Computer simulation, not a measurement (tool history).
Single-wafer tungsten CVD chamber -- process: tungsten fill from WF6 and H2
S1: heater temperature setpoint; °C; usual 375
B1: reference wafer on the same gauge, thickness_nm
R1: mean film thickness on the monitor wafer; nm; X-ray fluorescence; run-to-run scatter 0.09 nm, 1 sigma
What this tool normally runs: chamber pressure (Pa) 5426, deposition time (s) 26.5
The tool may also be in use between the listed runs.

Run 1, hour 0.0: usual settings; B1 48.997. Result: R1 64.920 nm.
Run 2, hour 31.6: usual settings; B1 49.038. Result: R1 65.039 nm.
Run 3, hour 51.0: usual settings; B1 48.984. Result: R1 64.921 nm.
Run 4, hour 80.9: usual settings; B1 48.992. Result: R1 65.400 nm.
At hour 105.2: gauge calibrated.
Run 5, hour 115.9: usual settings; B1 49.010. Result: R1 65.762 nm.
Run 6, hour 145.9: usual settings; B1 48.989. Result: R1 65.912 nm.
Run 7, hour 169.1: usual settings; B1 49.009. Result: R1 66.100 nm.
At hour 185.4: capacitance manometer re-zeroed and calibrated.
Run 8, hour 185.9: usual settings but S1 383 °C, chamber pressure (Pa) 5813, deposition time (s) 28.5; B1 48.989. Result: R1 81.299 nm.
At hour 195.7: thermocouple changed; heater temperature recalibrated.
At hour 213.8: showerhead replaced.
Run 9, hour 214.3: usual settings but S1 388 °C, chamber pressure (Pa) 6213, deposition time (s) 22.3; B1 48.996. Result: R1 67.291 nm.
Run 10, hour 224.4: usual settings; B1 49.017. Result: R1 58.759 nm.
Run 11, hour 260.1: usual settings but deposition time (s) 22.1; B1 48.987. Result: R1 49.054 nm.
Run 12, hour 273.2: usual settings; B1 48.972. Result: R1 58.827 nm.
Run 13, hour 301.2: usual settings but S1 384 °C, deposition time (s) 29.5; B1 48.993. Result: R1 77.107 nm.
Run 14, hour 319.9: usual settings but deposition time (s) 23.6; B1 48.989. Result: R1 52.338 nm.

For each run, what was the tool's unlogged condition?
gauge reads high (%): 0 in every run
H1: wafer temperature above the value expected at the setpoint (K)
H2: true pressure above the setpoint (%)
run      H1     H2
  1    1.86   6.89
  2    2.02   7.05
  3    2.12   7.15
  4    2.28    7.3
  5    2.48   7.48
  6    2.65   7.64
  7    2.78   7.77
  8    2.88  -1.24
  9  -0.855  -1.24
 10  -0.854  -1.23
 11  -0.845  -1.23
 12   -0.84  -1.23
 13  -0.827  -1.22
 14  -0.816  -1.22
